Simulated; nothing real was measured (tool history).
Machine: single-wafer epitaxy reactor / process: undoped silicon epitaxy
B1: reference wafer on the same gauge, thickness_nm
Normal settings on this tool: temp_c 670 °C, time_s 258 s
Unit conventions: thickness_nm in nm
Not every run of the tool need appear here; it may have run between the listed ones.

{"run": 1, "hour": 0.0, "temp_c": 670, "time_s": 258, "B1": 53.82, "thickness_nm": 64.418}
{"run": 2, "hour": 43.8, "temp_c": 670, "time_s": 258, "B1": 53.843, "thickness_nm": 64.163}
{"run": 3, "hour": 106.2, "temp_c": 670, "time_s": 258, "B1": 53.804, "thickness_nm": 64.219}
{"run": 4, "hour": 153.2, "temp_c": 670, "time_s": 245, "B1": 53.796, "thickness_nm": 61.04}
{"run": 5, "hour": 210.3, "temp_c": 670, "time_s": 245, "B1": 53.783, "thickness_nm": 61.085}
{"run": 6, "hour": 272.0, "temp_c": 670, "time_s": 258, "B1": 53.774, "thickness_nm": 64.405}
{"run": 7, "hour": 316.0, "temp_c": 660, "time_s": 258, "B1": 53.749, "thickness_nm": 52.571}
{"run": 8, "hour": 367.2, "temp_c": 660, "time_s": 258, "B1": 53.724, "thickness_nm": 52.8}
{"run": 9, "hour": 417.3, "temp_c": 670, "time_s": 258, "B1": 53.72, "thickness_nm": 64.075}
{"run": 10, "hour": 481.6, "temp_c": 670, "time_s": 258, "B1": 53.674, "thickness_nm": 64.121}
{"run": 11, "hour": 550.0, "temp_c": 670, "time_s": 258, "B1": 53.658, "thickness_nm": 64.121}
{"run": 12, "hour": 595.3, "temp_c": 670, "time_s": 258, "B1": 53.644, "thickness_nm": 64.032}
{"run": 13, "hour": 635.5, "temp_c": 670, "time_s": 258, "B1": 53.609, "thickness_nm": 63.866}
{"run": 14, "hour": 679.7, "temp_c": 664, "time_s": 258, "B1": 53.583, "thickness_nm": 56.834}
{"run": 15, "hour": 894.7, "temp_c": 664, "time_s": 258, "B1": 53.457, "thickness_nm": 56.729}
{"run": 16, "hour": 927.5, "temp_c": 684, "time_s": 275, "B1": 53.417, "thickness_nm": 89.175}
{"run": 17, "hour": 959.8, "temp_c": 670, "time_s": 209, "B1": 53.398, "thickness_nm": 51.708}
{"hour": 994.9, "done": "pyrometer calibrated"}
{"run": 18, "hour": 1010.8, "temp_c": 670, "time_s": 258, "B1": 53.346, "thickness_nm": 63.881}
{"run": 19, "hour": 1046.5, "temp_c": 681, "time_s": 295, "B1": 53.328, "thickness_nm": 90.082}
{"run": 20, "hour": 1101.1, "temp_c": 670, "time_s": 258, "B1": 53.274, "thickness_nm": 63.594}
{"run": 21, "hour": 1129.0, "temp_c": 670, "time_s": 233, "B1": 53.27, "thickness_nm": 57.233}
{"hour": 1161.5, "done": "gauge calibrated"}
{"run": 22, "hour": 1177.9, "temp_c": 665, "time_s": 286, "B1": 53.945, "thickness_nm": 64.711}
{"run": 23, "hour": 1244.6, "temp_c": 666, "time_s": 245, "B1": 53.964, "thickness_nm": 56.586}
{"run": 24, "hour": 1289.9, "temp_c": 656, "time_s": 258, "B1": 53.942, "thickness_nm": 48.651}
{"run": 25, "hour": 1334.7, "temp_c": 666, "time_s": 306, "B1": 53.932, "thickness_nm": 70.587}
{"run": 26, "hour": 1365.6, "temp_c": 670, "time_s": 308, "B1": 53.94, "thickness_nm": 76.845}
{"run": 27, "hour": 1435.7, "temp_c": 681, "time_s": 292, "B1": 53.942, "thickness_nm": 90.343}
{"run": 28, "hour": 1500.9, "temp_c": 670, "time_s": 258, "B1": 53.907, "thickness_nm": 64.312}
{"run": 29, "hour": 1538.7, "temp_c": 670, "time_s": 258, "B1": 53.9, "thickness_nm": 64.175}
{"run": 30, "hour": 1602.2, "temp_c": 681, "time_s": 208, "B1": 53.864, "thickness_nm": 64.339}
{"run": 31, "hour": 1657.3, "temp_c": 657, "time_s": 209, "B1": 53.886, "thickness_nm": 40.255}

How would selected steps in thickness_nm from run to run divide? Give the signed amount a tool lacking its hidden state would still show from settings, what came in and random variation, and the signed amount left for the hidden state, including any gauge scatter that is not in both of the compared results.
The tool's hidden condition here consists of: wafer temperature above the value expected at the setpoint (K); gauge reads high (%).
Run 15 -> 16: temp_c 664 -> 684, time_s 258 -> 275. thickness_nm +32.446 nm: hidden state -0.315, all else +32.761.
Run 16 -> 17: temp_c 684 -> 670, time_s 275 -> 209. thickness_nm -37.467 nm: hidden state +0.311, all else -37.778.
Run 18 -> 19: temp_c 670 -> 681, time_s 258 -> 295. thickness_nm +26.201 nm: hidden state -0.315, all else +26.516.
Run 19 -> 20: temp_c 681 -> 670, time_s 295 -> 258. thickness_nm -26.488 nm: hidden state +0.228, all else -26.716.
Run 21 -> 22: temp_c 670 -> 665, time_s 233 -> 286, gauge calibrated. thickness_nm +7.478 nm: hidden state +0.757, all else +6.721.

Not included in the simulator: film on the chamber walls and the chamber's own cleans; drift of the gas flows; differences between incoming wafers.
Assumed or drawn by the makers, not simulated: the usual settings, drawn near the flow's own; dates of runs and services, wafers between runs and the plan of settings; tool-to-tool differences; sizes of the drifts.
